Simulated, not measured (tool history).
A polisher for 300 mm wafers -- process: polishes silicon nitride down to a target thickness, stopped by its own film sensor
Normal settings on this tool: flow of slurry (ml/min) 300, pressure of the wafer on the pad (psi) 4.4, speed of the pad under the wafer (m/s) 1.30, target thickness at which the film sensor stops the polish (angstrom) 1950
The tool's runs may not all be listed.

run    hour  flow of slurry (ml/min)  pressure of the wafer on the pad (psi)  speed of the pad under the wafer (m/s)  target thickness at which the film sensor stops the polish (angstrom)  wafers since the last listed run  wafers polished on this pad  hours since the slurry nozzle was cleaned  hours since the head pressure was calibrated  incoming thickness of the incoming film, nm  time until the film sensor stopped the polish (s)
  1     0.0                      300                                     4.4                                    1.30                                                                   1950                                 0                         1344                                      578.6                                         650.7                                        474.7                                              110.1
  2    70.4                      300                                     4.4                                    1.30                                                                   1950                               347                         1691                                      649.0                                         721.1                                        470.4                                              107.8
       85.0  -- head pressure recalibrated
  3    96.2                      300                                     5.1                                    1.30                                                                   1950                               117                         1809                                      674.8                                          11.2                                        471.7                                               91.9
  4   162.0                      300                                     5.1                                    1.30                                                                   1950                               324                         2134                                      740.6                                          77.0                                        470.8                                               90.0
      272.5  -- worn pad replaced by a new one
  5   329.7                      300                                     4.4                                    1.30                                                                   1950                               807                          282                                      908.3                                         244.7                                        472.9                                              108.2
      375.3  -- slurry nozzle cleaned
  6   442.6                      300                                     4.4                                    1.30                                                                   1950                               552                          834                                       67.3                                         357.6                                        469.5                                              106.5
  7   472.7                      300                                     4.4                                    1.30                                                                   1950                               148                          982                                       97.4                                         387.7                                        465.5                                              104.0
  8   498.7                      300                                     4.4                                    1.30                                                                   1950                               128                         1111                                      123.4                                         413.7                                        470.6                                              105.2
  9   546.5                      300                                     4.8                                    1.30                                                                   1950                               235                         1347                                      171.2                                         461.5                                        480.3                                               99.5
 10   711.1                      300                                     4.8                                    1.30                                                                   1950                               812                         2159                                      335.8                                         626.1                                        472.8                                               99.2
 11   760.6                      300                                     4.4                                    1.30                                                                   1950                               244                         2403                                      385.3                                         675.6                                        463.7                                              104.6
 12   791.0                      300                                     4.4                                    1.30                                                                   1950                               149                         2553                                      415.7                                         706.0                                        467.6                                              107.0
      818.9  -- head pressure recalibrated
      824.8  -- worn pad replaced by a new one
 13   854.3                      300                                     4.4                                    1.30                                                                   1950                               282                          145                                      479.0                                          35.4                                        478.7                                              110.4
 14   883.7                      300                                     4.4                                    1.30                                                                   1950                               145                          290                                      508.4                                          64.8                                        466.7                                              104.4
 15   914.5                      335                                     3.9                                    1.60                                                                   1470                               151                          442                                      539.2                                          95.6                                        472.5                                              119.5
 16   969.0                      220                                     5.9                                    1.06                                                                   1950                               268                          711                                      593.7                                         150.1                                        469.2                                               95.9
 17  1012.1                      375                                     4.4                                    1.30                                                                   1950                               212                          924                                      636.8                                         193.2                                        469.8                                              104.5
 18  1071.6                      300                                     4.4                                    1.46                                                                   1950                               293                         1217                                      696.3                                         252.7                                        473.9                                               99.0
 19  1131.3                      245                                     3.0                                    1.42                                                                   1950                               294                         1512                                      756.0                                         312.4                                        465.4                                              147.1
 20  1168.7                      375                                     4.4                                    1.30                                                                   1950                               184                         1696                                      793.4                                         349.8                                        460.0                                              102.1
 21  1199.3                      300                                     3.8                                    1.30                                                                   2530                               150                         1847                                      824.0                                         380.4                                        475.0                                               99.6
 22  1267.4                      270                                     4.4                                    1.30                                                                   1950                               335                         2183                                      892.1                                         448.5                                        460.8                                              104.3
     1297.4  -- slurry nozzle cleaned
     1317.6  -- worn pad replaced by a new one
 23  1322.6                      300                                     4.4                                    0.96                                                                   1040                               247                           24                                       25.2                                         503.7                                        464.6                                              181.2
     1382.6  -- head pressure recalibrated
 24  1399.7                      255                                     3.1                                    1.48                                                                   1950                               370                          395                                      102.3                                          17.1                                        476.9                                              141.8
 25  1447.7                      340                                     4.0                                    1.30                                                                   1180                               236                          631                                      150.3                                          65.1                                        470.5                                              148.1
 26  1472.0                      300                                     4.4                                    1.30                                                                   2440                               119                          751                                      174.6                                          89.4                                        466.8                                               86.8
 27  1530.0                      215                                     5.5                                    1.68                                                                   1950                               286                         1038                                      232.6                                         147.4                                        468.6                                               71.2
 28  1555.8                      260                                     4.4                                    1.30                                                                   1950                               127                         1165                                      258.4                                         173.2                                        467.7                                              106.5
 29  1592.0                      255                                     4.4                                    1.30                                                                   1950                               178                         1343                                      294.6                                         209.4                                        473.2                                              109.5
 30  1638.9                      250                                     3.7                                    1.64                                                                   1950                               231                         1575                                      341.5                                         256.3                                        466.5                                              107.3
 31  1691.9                      300                                     4.4                                    1.30                                                                   1950                               261                         1836                                      394.5                                         309.3                                        469.9                                              105.5
 32  1761.6                      390                                     4.4                                    1.50                                                                   1080                               343                         2180                                      464.2                                         379.0                                        466.7                                              122.6
 33  1811.9                      300                                     4.4                                    1.30                                                                   1950                               248                         2428                                      514.5                                         429.3                                        470.5                                              108.4
     1816.0  -- worn pad replaced by a new one
 34  1864.1                      360                                     3.0                                    0.90                                                                   2800                               237                          237                                      566.7                                         481.5                                        470.7                                              142.9
 35  1928.1                      300                                     5.1                                    1.04                                                                   2790                               315                          553                                      630.7                                         545.5                                        473.1                                               77.5
 36  1986.8                      355                                     5.2                                    1.16                                                                   2810                               289                          842                                      689.4                                         604.2                                        469.2                                               67.6
     2044.9  -- head pressure recalibrated
 37  2160.4                      300                                     4.4                                    1.30                                                                   1950                               846                         1689                                      863.0                                         115.5                                        474.9                                              108.7

How the hidden state differs across the entries between the runs, from the last listed run before each to the first after it:
Logged between run 2 and run 3: head pressure recalibrated (hour 85.0)
  nothing in the hidden state changes from one run to the other
Logged between run 4 and run 5: worn pad replaced by a new one (hour 272.5)
  nothing in the hidden state changes from one run to the other
Logged between run 5 and run 6: slurry nozzle cleaned (hour 375.3)
  nothing in the hidden state changes from one run to the other
Logged between run 12 and run 13: head pressure recalibrated (hour 818.9); worn pad replaced by a new one (hour 824.8)
  nothing in the hidden state changes from one run to the other
Logged between run 22 and run 23: slurry nozzle cleaned (hour 1297.4); worn pad replaced by a new one (hour 1317.6)
  nothing in the hidden state changes from one run to the other
Logged between run 23 and run 24: head pressure recalibrated (hour 1382.6)
  nothing in the hidden state changes from one run to the other
Logged between run 33 and run 34: worn pad replaced by a new one (hour 1816.0)
  nothing in the hidden state changes from one run to the other
Logged between run 36 and run 37: head pressure recalibrated (hour 2044.9)
  nothing in the hidden state changes from one run to the other

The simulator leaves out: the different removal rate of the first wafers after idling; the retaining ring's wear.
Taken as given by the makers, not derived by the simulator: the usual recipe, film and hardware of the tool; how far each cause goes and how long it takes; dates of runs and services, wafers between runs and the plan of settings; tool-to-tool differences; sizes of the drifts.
